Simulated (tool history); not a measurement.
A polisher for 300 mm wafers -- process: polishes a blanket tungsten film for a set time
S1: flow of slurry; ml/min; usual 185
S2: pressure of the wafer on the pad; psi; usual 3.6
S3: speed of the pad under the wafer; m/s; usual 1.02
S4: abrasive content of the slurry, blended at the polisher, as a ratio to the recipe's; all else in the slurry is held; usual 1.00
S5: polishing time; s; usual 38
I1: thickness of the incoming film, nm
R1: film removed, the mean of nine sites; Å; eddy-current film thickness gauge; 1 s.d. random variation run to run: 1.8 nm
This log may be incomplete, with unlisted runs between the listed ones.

| run | hour | S1 | S2 | S3 | S4 | S5 | I1 | R1 |
|---|---|---|---|---|---|---|---|---|
| 1 | 0.0 | 185 | 3.6 | 1.02 | 1.00 | 38 | 1127.9 | 1653 |
| 2 | 7.5 | 185 | 3.6 | 1.02 | 1.00 | 38 | 1106.4 | 1660 |
| 3 | 23.5 | 185 | 3.6 | 1.02 | 1.00 | 38 | 1118.2 | 1661 |
| 4 | 33.3 | 185 | 4.6 | 1.02 | 1.00 | 38 | 1113.6 | 1998 |
|  | 39.0 | slurry tank refilled with fresh slurry and peroxide |
|  | 64.3 | worn pad replaced by a new one |
| 5 | 65.2 | 185 | 4.6 | 1.02 | 1.00 | 38 | 1122.8 | 1972 |
|  | 68.6 | slurry nozzle cleaned |
| 6 | 72.0 | 185 | 4.0 | 0.92 | 1.25 | 50 | 1126.0 | 2234 |
| 7 | 81.2 | 205 | 2.9 | 0.92 | 1.10 | 38 | 1130.4 | 1321 |
|  | 85.1 | slurry blender recalibrated, repeated, since the last time left the tool worse |
| 8 | 94.3 | 185 | 2.6 | 0.88 | 0.75 | 44 | 1134.7 | 1459 |
| 9 | 101.3 | 185 | 3.6 | 1.02 | 1.00 | 38 | 1123.8 | 1949 |
|  | 106.7 | head pressure recalibrated |
| 10 | 107.6 | 185 | 4.2 | 1.02 | 1.00 | 38 | 1102.1 | 2162 |
| 11 | 124.3 | 185 | 3.6 | 1.02 | 1.00 | 38 | 1105.2 | 1923 |
| 12 | 132.2 | 125 | 2.3 | 1.02 | 1.15 | 38 | 1105.8 | 1389 |
| 13 | 149.3 | 205 | 3.6 | 1.02 | 1.00 | 38 | 1091.8 | 1985 |
| 14 | 164.5 | 140 | 3.6 | 0.90 | 1.00 | 38 | 1112.4 | 1637 |
| 15 | 174.1 | 150 | 2.6 | 1.02 | 1.10 | 38 | 1113.2 | 1529 |
|  | 179.2 | slurry tank refilled with fresh slurry and peroxide |
| 16 | 186.2 | 160 | 3.6 | 1.02 | 1.00 | 38 | 1098.1 | 1884 |
|  | 194.2 | worn pad replaced by a new one |
| 17 | 199.0 | 215 | 3.3 | 1.02 | 1.00 | 38 | 1088.2 | 1879 |
| 18 | 212.1 | 185 | 3.6 | 1.02 | 1.00 | 31 | 1112.3 | 1584 |
| 19 | 222.6 | 185 | 3.6 | 1.02 | 1.00 | 38 | 1116.0 | 1911 |
| 20 | 237.9 | 185 | 2.6 | 1.02 | 1.00 | 38 | 1114.0 | 1532 |
| 21 | 245.2 | 185 | 3.6 | 1.02 | 1.00 | 38 | 1111.4 | 1910 |
| 22 | 259.8 | 185 | 3.6 | 1.02 | 1.00 | 38 | 1116.9 | 1916 |
| 23 | 275.5 | 250 | 3.6 | 1.18 | 1.20 | 43 | 1100.9 | 2687 |
| 24 | 286.8 | 185 | 3.6 | 1.02 | 0.80 | 38 | 1094.4 | 1756 |
| 25 | 297.2 | 185 | 3.6 | 1.02 | 0.75 | 49 | 1095.1 | 2264 |
| 26 | 305.1 | 185 | 4.1 | 1.02 | 1.00 | 31 | 1125.9 | 1706 |
|  | 321.5 | worn pad replaced by a new one |
|  | 333.7 | slurry tank refilled with fresh slurry and peroxide |
| 27 | 335.8 | 185 | 3.6 | 1.02 | 1.00 | 38 | 1115.0 | 1864 |

3 options for the next run, each taken on its own from the tool as it stands now. Forecast them:
| A | 336.2 | 185 | 3.6 | 0.78 | 1.00 | 38 | 1107.8 | ? |
| B | 336.2 | 160 | 3.6 | 1.32 | 1.00 | 42 | 1107.8 | ? |
| C | 336.2 | 205 | 3.3 | 1.02 | 1.00 | 46 | 1107.8 | ? |

| run | R1 |
|---|---|
| A | 1418 |
| B | 2532 |
| C | 2113 |
The same runs, with their run-to-run variation unchanged, on a tool lacking any hidden condition would have given:
| run | R1 |
|---|---|
| A | 1500 |
| B | 2678 |
| C | 2235 |

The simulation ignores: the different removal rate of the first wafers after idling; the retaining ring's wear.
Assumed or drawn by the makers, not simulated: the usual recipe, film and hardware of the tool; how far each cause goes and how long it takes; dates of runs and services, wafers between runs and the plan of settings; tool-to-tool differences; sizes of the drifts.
